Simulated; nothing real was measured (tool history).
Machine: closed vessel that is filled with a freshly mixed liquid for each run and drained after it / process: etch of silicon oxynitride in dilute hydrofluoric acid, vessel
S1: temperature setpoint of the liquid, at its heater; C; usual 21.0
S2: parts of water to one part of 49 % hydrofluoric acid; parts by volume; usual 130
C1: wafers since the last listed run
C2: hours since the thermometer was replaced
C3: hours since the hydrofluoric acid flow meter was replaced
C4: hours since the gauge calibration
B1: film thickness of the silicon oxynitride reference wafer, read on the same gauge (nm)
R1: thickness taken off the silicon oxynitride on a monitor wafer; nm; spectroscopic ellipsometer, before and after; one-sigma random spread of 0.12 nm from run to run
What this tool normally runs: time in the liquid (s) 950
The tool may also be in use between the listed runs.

run 1 day=0.000 | S1=21.0 S2=130 time_in_the_liquid_(s)=950 | C1=0 C2=1585.0 C3=52.1 C4=268.5 | B1=129.53 | R1=19.78
run 2 day=3.512 | S1=21.0 S2=130 time_in_the_liquid_(s)=950 | C1=4405 C2=1669.3 C3=136.4 C4=352.8 | B1=129.14 | R1=20.10
run 3 day=5.667 | S1=21.0 S2=130 time_in_the_liquid_(s)=950 | C1=2701 C2=1721.0 C3=188.1 C4=404.5 | B1=128.81 | R1=19.69
run 4 day=8.767 | S1=21.0 S2=130 time_in_the_liquid_(s)=950 | C1=3888 C2=1795.4 C3=262.5 C4=478.9 | B1=128.33 | R1=19.69
run 5 day=11.608 | S1=21.0 S2=130 time_in_the_liquid_(s)=950 | C1=3564 C2=1863.6 C3=330.7 C4=547.1 | B1=127.82 | R1=19.62
run 6 day=14.071 | S1=20.0 S2=130 time_in_the_liquid_(s)=950 | C1=3088 C2=1922.7 C3=389.8 C4=606.2 | B1=127.29 | R1=18.57
run 7 day=16.112 | S1=21.0 S2=130 time_in_the_liquid_(s)=950 | C1=2560 C2=1971.7 C3=438.8 C4=655.2 | B1=126.83 | R1=19.64
-- day=16.208 gauge calibrated
-- day=16.650 hydrofluoric acid flow meter replaced
run 8 day=18.617 | S1=21.0 S2=65 time_in_the_liquid_(s)=1255 | C1=3088 C2=2031.8 C3=47.2 C4=57.8 | B1=130.09 | R1=55.23
run 9 day=21.992 | S1=18.5 S2=130 time_in_the_liquid_(s)=950 | C1=4233 C2=2112.8 C3=128.2 C4=138.8 | B1=129.98 | R1=17.68
-- day=24.046 thermometer replaced
run 10 day=24.396 | S1=21.0 S2=130 time_in_the_liquid_(s)=950 | C1=2963 C2=8.4 C3=185.9 C4=196.5 | B1=129.82 | R1=19.78
run 11 day=28.325 | S1=21.0 S2=170 time_in_the_liquid_(s)=950 | C1=4928 C2=102.7 C3=280.2 C4=290.8 | B1=129.48 | R1=14.79
-- day=34.242 hydrofluoric acid flow meter replaced
run 12 day=36.896 | S1=21.0 S2=130 time_in_the_liquid_(s)=950 | C1=10698 C2=308.4 C3=63.7 C4=496.5 | B1=128.23 | R1=19.77
run 13 day=40.600 | S1=21.0 S2=95 time_in_the_liquid_(s)=950 | C1=4646 C2=397.3 C3=152.6 C4=585.4 | B1=127.52 | R1=27.62
-- day=41.950 gauge calibrated
run 14 day=42.467 | S1=25.0 S2=95 time_in_the_liquid_(s)=1420 | C1=2341 C2=442.1 C3=197.4 C4=12.4 | B1=129.87 | R1=50.83
run 15 day=45.446 | S1=18.5 S2=130 time_in_the_liquid_(s)=950 | C1=3736 C2=513.6 C3=268.9 C4=83.9 | B1=129.82 | R1=17.86

Describe how what the log doesn't record of the tool's condition differs between the last listed run preceding each entry between runs and the first listed run following it.
Between runs 7 and 8: gauge calibrated (day 16.208); hydrofluoric acid flow meter replaced (day 16.650)
  gauge reads high (%): -2.44 -> 0.0598
  the result without the hidden state subtracted from the measured one, R1: -0.49 -> +0.03 nm
Between runs 9 and 10: thermometer replaced (day 24.046)
  gauge reads high (%): -0.0325 -> -0.145
  the result without the hidden state subtracted from the measured one, R1: -0.01 -> -0.03 nm
Between runs 11 and 12: hydrofluoric acid flow meter replaced (day 34.242)
  gauge reads high (%): -0.411 -> -1.35
  the result without the hidden state subtracted from the measured one, R1: -0.06 -> -0.27 nm
Between runs 13 and 14: gauge calibrated (day 41.950)
  gauge reads high (%): -1.91 -> -0.0914
  the result without the hidden state subtracted from the measured one, R1: -0.53 -> -0.05 nm
